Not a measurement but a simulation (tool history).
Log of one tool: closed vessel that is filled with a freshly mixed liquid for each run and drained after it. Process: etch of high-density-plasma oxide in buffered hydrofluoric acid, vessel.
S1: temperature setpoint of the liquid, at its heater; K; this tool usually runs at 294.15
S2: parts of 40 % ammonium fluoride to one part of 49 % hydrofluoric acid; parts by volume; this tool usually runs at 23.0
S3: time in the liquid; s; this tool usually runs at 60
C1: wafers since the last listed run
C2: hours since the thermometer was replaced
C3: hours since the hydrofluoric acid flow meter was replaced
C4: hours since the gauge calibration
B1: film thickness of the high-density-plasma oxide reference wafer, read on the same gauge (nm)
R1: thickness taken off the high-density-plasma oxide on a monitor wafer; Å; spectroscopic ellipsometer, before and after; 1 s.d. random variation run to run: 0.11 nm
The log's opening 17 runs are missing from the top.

run,day,S1,S2,S3,C1,C2,C3,C4,B1,R1
18,9.425,290.15,23.0,50,1616,140.5,32.0,135.3,120.01,192.8
19,10.129,294.15,23.0,60,2038,157.4,48.9,152.2,120.01,290.4
20,10.396,298.15,23.0,60,771,163.8,55.3,158.6,119.98,360.1
21,11.142,296.15,14.5,70,2159,181.7,73.2,176.5,119.98,571.2
22,11.779,297.65,19.5,85,1845,197.0,88.5,191.8,120.01,559.0
23,12.412,294.15,14.5,50,1833,212.2,103.7,207.0,119.99,362.6
24,12.975,294.15,16.0,95,1628,225.7,117.2,220.5,120.01,629.7
25,13.671,290.15,20.5,40,2014,242.4,133.9,237.2,120.00,167.1
26,14.417,294.15,23.0,60,2159,260.3,151.8,255.1,120.02,289.9
27,14.958,290.15,15.5,80,1568,273.3,164.8,268.1,119.97,432.1
28,15.629,292.15,23.0,95,1941,289.4,180.9,284.2,120.00,409.9
29,16.279,294.15,23.0,60,1881,305.0,196.5,299.8,120.00,287.7
30,16.858,294.15,23.0,60,1676,318.9,210.4,313.7,120.00,289.6
31,17.383,294.15,23.0,85,1519,331.5,223.0,326.3,120.02,412.8

Run 32 comes next. What will it give?
# day 17.479: gauge calibrated
32,17.642,299.15,26.0,40,747,337.7,229.2,3.9,?,?

B1: 120.01
R1: 233.0 Å
Minus the tool's unlogged condition, the same run would have read R1 236.1 Å.
